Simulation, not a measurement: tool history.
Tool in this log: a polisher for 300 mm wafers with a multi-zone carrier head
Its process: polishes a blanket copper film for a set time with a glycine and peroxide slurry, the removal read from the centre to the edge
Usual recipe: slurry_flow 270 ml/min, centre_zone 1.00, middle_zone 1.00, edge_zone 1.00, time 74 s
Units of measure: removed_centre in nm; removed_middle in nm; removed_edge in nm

| run | hour | slurry_flow | centre_zone | middle_zone | edge_zone | time | wafers since the last listed run | wafers polished on this pad | hours since the slurry nozzle was cleaned | hours since the centre zone pressure was calibrated | hours since the edge zone pressure was calibrated | hours since the carrier head's membrane was replaced | incoming thickness of the incoming film, nm | removed_centre | removed_middle | removed_edge |
|---|---|---|---|---|---|---|---|---|---|---|---|---|---|---|---|---|
| 1 | 0.0 | 270 | 1.00 | 1.00 | 1.00 | 74 | 0 | 286 | 684.6 | 471.3 | 442.4 | 474.7 | 1261.1 | 246.6 | 243.5 | 238.8 |
| 2 | 12.0 | 270 | 1.00 | 1.00 | 1.00 | 74 | 106 | 392 | 696.6 | 483.3 | 454.4 | 486.7 | 1261.5 | 243.9 | 244.7 | 244.1 |
| 3 | 25.9 | 270 | 1.00 | 1.00 | 1.00 | 74 | 123 | 515 | 710.5 | 497.2 | 468.3 | 500.6 | 1277.8 | 242.4 | 244.7 | 242.7 |
|  | 30.6 | centre zone pressure recalibrated |
|  | 31.2 | edge zone pressure recalibrated |
| 4 | 39.3 | 270 | 1.00 | 1.00 | 1.00 | 86 | 95 | 610 | 723.9 | 8.7 | 8.1 | 514.0 | 1289.8 | 281.8 | 281.3 | 283.7 |
| 5 | 49.9 | 270 | 1.00 | 1.00 | 1.00 | 74 | 93 | 704 | 734.5 | 19.3 | 18.7 | 524.6 | 1296.2 | 246.3 | 247.7 | 241.1 |
| 6 | 59.4 | 270 | 1.00 | 1.00 | 1.00 | 74 | 84 | 788 | 744.0 | 28.8 | 28.2 | 534.1 | 1274.4 | 242.6 | 246.6 | 238.1 |
|  | 68.0 | carrier head's membrane replaced by a new one |
| 7 | 75.1 | 270 | 1.00 | 1.00 | 1.00 | 74 | 94 | 883 | 759.7 | 44.5 | 43.9 | 7.1 | 1278.7 | 241.2 | 242.4 | 242.2 |
|  | 83.5 | worn pad replaced by a new one |
| 8 | 87.4 | 270 | 1.00 | 0.93 | 1.05 | 88 | 73 | 34 | 772.0 | 56.8 | 56.2 | 19.4 | 1268.1 | 288.5 | 274.6 | 295.1 |
| 9 | 138.9 | 270 | 1.00 | 1.00 | 0.95 | 74 | 455 | 490 | 823.5 | 108.3 | 107.7 | 70.9 | 1303.4 | 245.2 | 245.2 | 233.5 |
| 10 | 149.2 | 365 | 0.96 | 1.00 | 1.03 | 63 | 91 | 581 | 833.8 | 118.6 | 118.0 | 81.2 | 1285.6 | 205.3 | 214.7 | 214.3 |
| 11 | 163.0 | 220 | 1.00 | 1.00 | 1.00 | 63 | 122 | 703 | 847.6 | 132.4 | 131.8 | 95.0 | 1281.6 | 203.0 | 206.3 | 199.6 |
| 12 | 179.2 | 270 | 1.00 | 1.00 | 1.00 | 74 | 143 | 847 | 863.8 | 148.6 | 148.0 | 111.2 | 1267.6 | 239.8 | 244.7 | 240.8 |
|  | 182.8 | slurry nozzle cleaned |
| 13 | 194.3 | 270 | 0.94 | 1.00 | 1.00 | 74 | 124 | 971 | 11.5 | 163.7 | 163.1 | 126.3 | 1266.6 | 229.9 | 245.1 | 240.1 |
| 14 | 202.3 | 270 | 1.04 | 1.00 | 1.00 | 74 | 70 | 1042 | 19.5 | 171.7 | 171.1 | 134.3 | 1283.1 | 253.2 | 238.4 | 240.9 |
|  | 208.0 | worn pad replaced by a new one |
| 15 | 220.0 | 270 | 0.91 | 0.95 | 1.00 | 74 | 121 | 106 | 37.2 | 189.4 | 188.8 | 152.0 | 1290.1 | 222.9 | 234.9 | 236.9 |
| 16 | 230.1 | 270 | 1.00 | 0.91 | 1.00 | 74 | 89 | 195 | 47.3 | 199.5 | 198.9 | 162.1 | 1300.0 | 242.9 | 226.2 | 238.6 |
| 17 | 247.7 | 320 | 1.00 | 1.00 | 1.00 | 74 | 155 | 351 | 64.9 | 217.1 | 216.5 | 179.7 | 1292.6 | 245.8 | 246.1 | 244.1 |
| 18 | 260.1 | 270 | 1.00 | 1.09 | 1.10 | 74 | 109 | 461 | 77.3 | 229.5 | 228.9 | 192.1 | 1307.7 | 239.9 | 264.1 | 253.1 |
| 19 | 267.7 | 180 | 1.00 | 1.00 | 0.94 | 74 | 67 | 528 | 84.9 | 237.1 | 236.5 | 199.7 | 1287.5 | 227.3 | 230.2 | 223.8 |
| 20 | 285.3 | 325 | 1.00 | 1.04 | 1.00 | 74 | 155 | 684 | 102.5 | 254.7 | 254.1 | 217.3 | 1259.0 | 246.7 | 261.7 | 243.3 |
| 21 | 300.3 | 235 | 1.00 | 1.00 | 1.00 | 74 | 132 | 817 | 117.5 | 269.7 | 269.1 | 232.3 | 1283.9 | 236.7 | 242.5 | 239.1 |

For each run, what was the tool's unlogged condition?
removal rate lost through wear of the pad, %: 0 on each run
slurry flow missing at the pad, %: 0 on each run
deviation of the centre zone's pressure from its setpoint, %: 0 on each run
deviation of the edge zone's pressure from its setpoint, %: 0 on each run
